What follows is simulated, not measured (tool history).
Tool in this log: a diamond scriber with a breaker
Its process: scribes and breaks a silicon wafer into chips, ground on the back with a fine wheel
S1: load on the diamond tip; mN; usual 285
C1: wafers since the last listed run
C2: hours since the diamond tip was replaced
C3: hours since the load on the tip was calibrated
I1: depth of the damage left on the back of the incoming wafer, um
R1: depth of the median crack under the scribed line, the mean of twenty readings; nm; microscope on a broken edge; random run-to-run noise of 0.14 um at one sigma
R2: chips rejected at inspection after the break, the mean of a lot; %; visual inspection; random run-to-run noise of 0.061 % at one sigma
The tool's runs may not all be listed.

run	hour	S1	C1	C2	C3	I1	R1	R2
1	0.0	285	0	296.3	898.1	2.29	13890	1.94
2	69.0	285	193	365.3	967.1	1.68	13650	1.71
3	157.3	285	247	453.6	1055.4	2.84	14290	2.40
4	253.4	285	269	549.7	1151.5	2.54	13990	2.04
5	361.3	285	302	657.6	1259.4	2.01	14040	1.87
# hour 370.9: load on the tip recalibrated
6	430.5	285	188	726.8	59.6	2.07	14720	2.21
7	480.3	330	139	776.6	109.4	2.89	15240	3.42
8	528.0	285	133	824.3	157.1	1.95	14540	2.23
9	578.6	232	142	874.9	207.7	1.78	13470	1.74
10	619.3	201	114	915.6	248.4	1.54	12930	1.93
# hour 629.2: load on the tip recalibrated, repeated, since the last time left the tool worse
# hour 647.7: diamond tip replaced by a new one
11	669.8	285	130	22.1	40.6	1.52	13400	1.67
12	954.8	204	800	307.1	325.6	2.11	11740	3.36
13	1048.6	217	263	400.9	419.4	1.75	12460	2.51
14	1116.5	243	190	468.8	487.3	1.83	12830	2.08

Consider 3 possible next runs. They are alternatives, not a sequence: every one starts from the tool as it was left by run 14. What does each give?
A	1117.1	285	1	469.4	487.9	2.91	?	?
B	1117.1	320	1	469.4	487.9	2.91	?	?
C	1117.1	222	1	469.4	487.9	2.91	?	?

run	R1	R2
A	13700	2.38
B	14380	2.51
C	12450	3.33
Take away the tool's hidden state, keep each run's random variation, and the runs would have read:
run	R1	R2
A	13630	2.39
B	14300	2.48
C	12380	3.44
